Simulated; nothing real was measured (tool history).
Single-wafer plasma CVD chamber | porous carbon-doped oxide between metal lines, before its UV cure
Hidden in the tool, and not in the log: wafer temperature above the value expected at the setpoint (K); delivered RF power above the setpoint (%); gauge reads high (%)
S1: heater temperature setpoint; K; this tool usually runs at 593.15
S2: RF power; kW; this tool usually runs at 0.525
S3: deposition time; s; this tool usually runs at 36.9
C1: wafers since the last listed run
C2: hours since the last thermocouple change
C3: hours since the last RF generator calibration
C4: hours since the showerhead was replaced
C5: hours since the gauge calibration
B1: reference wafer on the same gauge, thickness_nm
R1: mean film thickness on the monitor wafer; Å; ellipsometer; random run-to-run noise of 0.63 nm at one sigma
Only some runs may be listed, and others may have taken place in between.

run   hour      S1     S2    S3   C1      C2      C3      C4     C5       B1       R1
  1    0.0  593.15  0.525  36.9    0  1050.1  2155.9  2881.1   51.6  245.070  2055.56
  2    8.6  593.15  0.525  36.9  222  1058.7  2164.5  2889.7   60.2  244.897  2045.71
  3   18.1  586.15  0.525  36.9  245  1068.2  2174.0  2899.2   69.7  244.818  2157.69
  4   27.9  586.15  0.525  32.1  253  1078.0  2183.8  2909.0   79.5  244.992  1872.65
  5   37.4  586.15  0.525  32.1  245  1087.5  2193.3  2918.5   89.0  244.792  1864.66
  6   47.9  586.15  0.525  32.1  271  1098.0  2203.8  2929.0   99.5  245.000  1876.42
      62.2  -- showerhead replaced
  7   63.3  593.15  0.525  36.9  191  1113.4  2219.2     1.1  114.9  244.907  2057.65
      97.0  -- thermocouple changed; heater temperature recalibrated
     110.7  -- RF generator calibrated
  8  116.2  593.15  0.525  36.9  955    19.2     5.5    54.0  167.8  245.207  2068.07
     122.9  -- gauge calibrated
  9  127.8  586.15  0.525  32.1  300    30.8    17.1    65.6    4.9  244.885  1881.92
 10  142.7  593.15  0.445  30.4  385    45.7    32.0    80.5   19.8  244.789  1447.08
 11  152.6  588.15  0.525  34.8  256    55.6    41.9    90.4   29.7  244.508  2008.88
 12  159.8  601.15  0.550  34.0  186    62.8    49.1    97.6   36.9  244.814  1902.57
 13  166.2  607.15  0.565  31.0  165    69.2    55.5   104.0   43.3  244.544  1716.25
 14  175.4  598.15  0.430  42.3  238    78.4    64.7   113.2   52.5  244.917  1878.73
 15  182.1  607.15  0.565  31.0  173    85.1    71.4   119.9   59.2  245.116  1722.88
 16  189.1  582.15  0.475  31.2  181    92.1    78.4   126.9   66.2  244.946  1702.68

Consider 5 possible next runs. They are alternatives, not a sequence: every one starts from the tool as it was left by run 16. What does each give?
  A  189.5  593.15  0.525  36.9  10  92.5  78.8  127.3  66.6   ?   ?
  B  189.5  580.15  0.590  39.9  10  92.5  78.8  127.3  66.6   ?   ?
  C  189.5  599.15  0.525  36.9  10  92.5  78.8  127.3  66.6   ?   ?
  D  189.5  593.15  0.525  39.1  10  92.5  78.8  127.3  66.6   ?   ?
  E  189.5  599.15  0.625  36.9  10  92.5  78.8  127.3  66.6   ?   ?

run       B1       R1
  A  245.264  2061.84
  B  245.264  2659.56
  C  245.264  1993.47
  D  245.264  2181.51
  E  245.264  2310.80
What these runs would have given with no unlogged condition in the tool:
run       R1
  A  2061.84
  B  2659.56
  C  1993.47
  D  2181.51
  E  2310.80
